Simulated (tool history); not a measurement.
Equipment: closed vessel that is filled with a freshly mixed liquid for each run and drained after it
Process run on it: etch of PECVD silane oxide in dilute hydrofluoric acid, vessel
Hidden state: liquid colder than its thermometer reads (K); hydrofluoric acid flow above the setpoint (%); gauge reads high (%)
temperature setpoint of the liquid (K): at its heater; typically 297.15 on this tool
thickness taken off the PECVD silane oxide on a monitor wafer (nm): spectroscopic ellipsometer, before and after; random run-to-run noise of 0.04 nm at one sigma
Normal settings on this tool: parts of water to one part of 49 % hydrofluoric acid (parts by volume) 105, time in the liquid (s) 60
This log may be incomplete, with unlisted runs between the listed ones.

run	hour	temperature setpoint of the liquid (K)	parts of water to one part of 49 % hydrofluoric acid (parts by volume)	time in the liquid (s)	wafers since the last listed run	hours since the thermometer was replaced	hours since the hydrofluoric acid flow meter was replaced	hours since the gauge calibration	read-back film thickness of the PECVD silane oxide reference wafer, read on the same gauge (nm)	thickness taken off the PECVD silane oxide on a monitor wafer (nm)
1	0.0	297.15	105	75	0	21.7	369.3	2906.1	60.03	15.63
# hour 23.3: gauge calibrated
2	48.3	297.15	105	60	5301	70.0	417.6	25.0	59.98	12.54
3	118.1	296.15	80	60	7661	139.8	487.4	94.8	59.99	16.36
4	170.5	296.15	80	60	5751	192.2	539.8	147.2	59.99	16.27
5	204.0	296.15	80	60	3677	225.7	573.3	180.7	59.96	16.45
6	236.5	297.15	105	70	3567	258.2	605.8	213.2	59.99	14.71
7	303.5	297.15	105	70	7354	325.2	672.8	280.2	60.00	14.65
8	357.8	297.15	105	60	5960	379.5	727.1	334.5	60.04	12.60
9	425.5	297.15	105	60	7431	447.2	794.8	402.2	60.03	12.65
10	497.2	295.15	120	30	7870	518.9	866.5	473.9	59.96	5.02
11	530.4	297.15	120	60	3644	552.1	899.7	507.1	60.01	10.87
12	592.7	297.15	105	60	6838	614.4	962.0	569.4	59.98	12.67
# hour 615.5: hydrofluoric acid flow meter replaced
13	619.4	297.15	125	60	2821	641.1	3.9	596.1	60.01	10.54
14	671.6	299.15	135	75	5729	693.3	56.1	648.3	59.96	13.00
15	712.5	300.65	155	75	4489	734.2	97.0	689.2	60.03	11.77
16	766.3	297.15	105	60	5905	788.0	150.8	743.0	60.02	12.84
17	809.1	297.15	75	60	4698	830.8	193.6	785.8	59.97	18.78
18	874.7	297.15	105	60	7200	896.4	259.2	851.4	60.00	12.86
19	905.2	298.65	105	60	3347	926.9	289.7	881.9	59.97	13.67
# hour 971.2: hydrofluoric acid flow meter replaced, repeated, since the last time left the tool worse
20	972.7	293.15	60	45	7299	994.4	1.5	949.4	59.98	14.68
21	1074.3	297.15	105	60	11152	1096.0	103.1	1051.0	60.02	12.49
# hour 1108.7: thermometer replaced
22	1131.5	293.65	105	70	6169	22.8	160.3	1108.2	60.00	12.64
23	1179.2	295.65	105	60	5236	70.5	208.0	1155.9	59.99	11.86
24	1221.6	297.15	105	60	4654	112.9	250.4	1198.3	60.01	12.51
25	1293.3	297.15	105	60	7870	184.6	322.1	1270.0	60.00	12.49
26	1337.0	302.15	120	60	4796	228.3	365.8	1313.7	60.02	13.04
27	1382.4	295.65	135	85	4983	273.7	411.2	1359.1	59.99	12.61
28	1452.0	297.15	105	80	7639	343.3	480.8	1428.7	60.01	16.70
29	1523.7	297.15	105	60	7870	415.0	552.5	1500.4	59.96	12.57
30	1594.9	297.15	105	60	7815	486.2	623.7	1571.6	60.04	12.56
31	1623.6	294.15	120	90	3150	514.9	652.4	1600.3	60.00	14.45
32	1654.4	292.65	105	60	3380	545.7	683.2	1631.1	59.97	10.50

How would selected steps in thickness taken off the PECVD silane oxide on a monitor wafer (nm) from run to run divide? Give the signed amount a tool lacking its hidden state would still show from settings, what came in and random variation, and the signed amount left for the hidden state, including any gauge scatter that is not in both of the compared results.
Run 9 -> 10: temperature setpoint of the liquid (K) 297.15 -> 295.15, parts of water to one part of 49 % hydrofluoric acid (parts by volume) 105 -> 120, time in the liquid (s) 60 -> 30. thickness taken off the PECVD silane oxide on a monitor wafer (nm) -7.63: hidden state -0.11, all else -7.52.
Run 16 -> 17: parts of water to one part of 49 % hydrofluoric acid (parts by volume) 105 -> 75. thickness taken off the PECVD silane oxide on a monitor wafer (nm) +5.94: hidden state +0.19, all else +5.75.
Run 17 -> 18: parts of water to one part of 49 % hydrofluoric acid (parts by volume) 75 -> 105. thickness taken off the PECVD silane oxide on a monitor wafer (nm) -5.92: hidden state -0.17, all else -5.75.
Run 19 -> 20: temperature setpoint of the liquid (K) 298.65 -> 293.15, parts of water to one part of 49 % hydrofluoric acid (parts by volume) 105 -> 60, time in the liquid (s) 60 -> 45, hydrofluoric acid flow meter replaced, repeated, since the last time left the tool worse. thickness taken off the PECVD silane oxide on a monitor wafer (nm) +1.01: hidden state -0.47, all else +1.48.
